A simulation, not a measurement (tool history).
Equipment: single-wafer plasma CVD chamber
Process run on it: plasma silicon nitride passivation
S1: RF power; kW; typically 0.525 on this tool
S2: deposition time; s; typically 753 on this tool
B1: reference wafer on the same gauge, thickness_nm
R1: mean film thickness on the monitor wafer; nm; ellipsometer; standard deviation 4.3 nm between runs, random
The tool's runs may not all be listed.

Run 1, day 0: usual settings but S2 695 s; B1 1290.279. Result: R1 1023.218 nm.
Run 2, day 7.971: usual settings; B1 1290.127. Result: R1 1106.94 nm.
Run 3, day 10.417: usual settings; B1 1289.244. Result: R1 1113.793 nm.
Run 4, day 16.025: usual settings; B1 1291.267. Result: R1 1105.31 nm.
Run 5, day 20.083: usual settings; B1 1290.904. Result: R1 1102.732 nm.
Run 6, day 22.3: usual settings but S2 679 s; B1 1290.178. Result: R1 999.748 nm.
Run 7, day 26.108: usual settings; B1 1288.821. Result: R1 1100.106 nm.
Run 8, day 29.142: usual settings; B1 1290.208. Result: R1 1107.985 nm.
Run 9, day 33.388: usual settings; B1 1289.636. Result: R1 1103.676 nm.
Run 10, day 35.175: usual settings but S2 827 s; B1 1289.185. Result: R1 1212.195 nm.
Run 11, day 37.871: usual settings; B1 1288.875. Result: R1 1098.281 nm.
Run 12, day 40.642: usual settings; B1 1291.532. Result: R1 1107.246 nm.
Run 13, day 42.204: usual settings; B1 1288.212. Result: R1 1105.678 nm.
Run 14, day 45.121: usual settings; B1 1292.028. Result: R1 1101.895 nm.
At day 45.708: RF generator calibrated.
Run 15, day 47.679: usual settings but S1 0.605 kW, S2 707 s; B1 1291.958. Result: R1 1088.846 nm.
Run 16, day 51.308: usual settings; B1 1289.043. Result: R1 1116.546 nm.
At day 52.758: showerhead replaced.
Run 17, day 54.167: usual settings but S1 0.61 kW; B1 1290.549. Result: R1 1149.268 nm.
Run 18, day 58.642: usual settings; B1 1290.067. Result: R1 1113.361 nm.
Run 19, day 61.892: usual settings; B1 1290.369. Result: R1 1110.756 nm.

Run 20 has not been measured yet. What should we expect?
At day 62.1: gauge calibrated.
Run 20, day 65.304: usual settings; B1 ?. Result: R1 ?.

{"run 20": {"B1": 1287.217, "R1": 1102.818}}
With no hidden state in the tool, this same run would have given R1 1117.854 nm.

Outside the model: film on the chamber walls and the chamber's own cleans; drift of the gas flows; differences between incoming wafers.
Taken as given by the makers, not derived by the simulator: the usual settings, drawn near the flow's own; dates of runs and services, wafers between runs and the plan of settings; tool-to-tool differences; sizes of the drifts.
